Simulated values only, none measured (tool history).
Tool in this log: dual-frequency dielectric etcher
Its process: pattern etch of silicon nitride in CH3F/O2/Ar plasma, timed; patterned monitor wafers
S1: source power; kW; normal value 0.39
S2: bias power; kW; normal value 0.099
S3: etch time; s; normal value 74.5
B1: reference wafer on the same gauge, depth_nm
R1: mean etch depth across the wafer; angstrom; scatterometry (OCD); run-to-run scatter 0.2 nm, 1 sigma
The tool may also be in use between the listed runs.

{"run": 1, "hour": 0.0, "S1": 0.36, "S2": 0.099, "S3": 74.5, "B1": 62.9, "R1": 585}
{"run": 2, "hour": 16.2, "S1": 0.39, "S2": 0.099, "S3": 74.5, "B1": 62.9, "R1": 605}
{"run": 3, "hour": 51.7, "S1": 0.39, "S2": 0.099, "S3": 90, "B1": 62.9, "R1": 728}
{"run": 4, "hour": 140.5, "S1": 0.39, "S2": 0.099, "S3": 90, "B1": 62.9, "R1": 730}
{"run": 5, "hour": 232.6, "S1": 0.33, "S2": 0.099, "S3": 89, "B1": 62.9, "R1": 672}
{"run": 6, "hour": 264.5, "S1": 0.33, "S2": 0.099, "S3": 89, "B1": 62.9, "R1": 674}
{"hour": 296.3, "done": "source power generator calibrated"}
{"run": 7, "hour": 303.5, "S1": 0.33, "S2": 0.099, "S3": 89, "B1": 62.9, "R1": 674}
{"hour": 325.1, "done": "gauge calibrated"}
{"hour": 333.3, "done": "upper electrode replaced"}
{"run": 8, "hour": 333.8, "S1": 0.39, "S2": 0.099, "S3": 74.5, "B1": 62.9, "R1": 604}
{"run": 9, "hour": 334.2, "S1": 0.39, "S2": 0.099, "S3": 87.5, "B1": 62.9, "R1": 709}
{"hour": 373.2, "done": "wet clean of the chamber"}
{"run": 10, "hour": 373.7, "S1": 0.39, "S2": 0.099, "S3": 87.5, "B1": 63, "R1": 712}
{"run": 11, "hour": 387.1, "S1": 0.39, "S2": 0.099, "S3": 87.5, "B1": 62.8, "R1": 707}
{"run": 12, "hour": 419.4, "S1": 0.34, "S2": 0.099, "S3": 74.5, "B1": 63, "R1": 569}
{"hour": 438.0, "done": "bias power generator calibrated"}
{"run": 13, "hour": 440.0, "S1": 0.39, "S2": 0.084, "S3": 95, "B1": 62.9, "R1": 721}
{"run": 14, "hour": 455.9, "S1": 0.39, "S2": 0.099, "S3": 96.5, "B1": 62.9, "R1": 786}
{"run": 15, "hour": 487.4, "S1": 0.46, "S2": 0.099, "S3": 74.5, "B1": 62.9, "R1": 649}
{"run": 16, "hour": 521.2, "S1": 0.39, "S2": 0.099, "S3": 74.5, "B1": 62.9, "R1": 609}
{"run": 17, "hour": 542.3, "S1": 0.32, "S2": 0.08, "S3": 63, "B1": 62.9, "R1": 431}
{"run": 18, "hour": 571.9, "S1": 0.35, "S2": 0.111, "S3": 67, "B1": 62.9, "R1": 542}
{"run": 19, "hour": 584.7, "S1": 0.44, "S2": 0.123, "S3": 93.5, "B1": 62.9, "R1": 878}
{"run": 20, "hour": 602.8, "S1": 0.39, "S2": 0.099, "S3": 64.5, "B1": 62.9, "R1": 521}
{"run": 21, "hour": 627.5, "S1": 0.39, "S2": 0.099, "S3": 74.5, "B1": 62.9, "R1": 604}
{"run": 22, "hour": 700.7, "S1": 0.39, "S2": 0.119, "S3": 63, "B1": 62.9, "R1": 553}
{"run": 23, "hour": 736.1, "S1": 0.39, "S2": 0.099, "S3": 74.5, "B1": 62.9, "R1": 602}

5 options for the next run, each taken on its own from the tool as it stands now. Forecast them:
{"run": "A", "hour": 736.5, "S1": 0.39, "S2": 0.099, "S3": 74.5, "B1": "?", "R1": "?"}
{"run": "B", "hour": 736.5, "S1": 0.31, "S2": 0.116, "S3": 74.5, "B1": "?", "R1": "?"}
{"run": "C", "hour": 736.5, "S1": 0.35, "S2": 0.123, "S3": 88, "B1": "?", "R1": "?"}
{"run": "D", "hour": 736.5, "S1": 0.31, "S2": 0.099, "S3": 60.5, "B1": "?", "R1": "?"}
{"run": "E", "hour": 736.5, "S1": 0.3, "S2": 0.099, "S3": 86, "B1": "?", "R1": "?"}

run=A B1=62.9 R1=608
run=B B1=62.9 R1=590
run=C B1=62.9 R1=751
run=D B1=62.9 R1=448
run=E B1=62.9 R1=628
Without the tool's hidden state the same runs would have given:
run=A R1=608
run=B R1=590
run=C R1=751
run=D R1=448
run=E R1=628

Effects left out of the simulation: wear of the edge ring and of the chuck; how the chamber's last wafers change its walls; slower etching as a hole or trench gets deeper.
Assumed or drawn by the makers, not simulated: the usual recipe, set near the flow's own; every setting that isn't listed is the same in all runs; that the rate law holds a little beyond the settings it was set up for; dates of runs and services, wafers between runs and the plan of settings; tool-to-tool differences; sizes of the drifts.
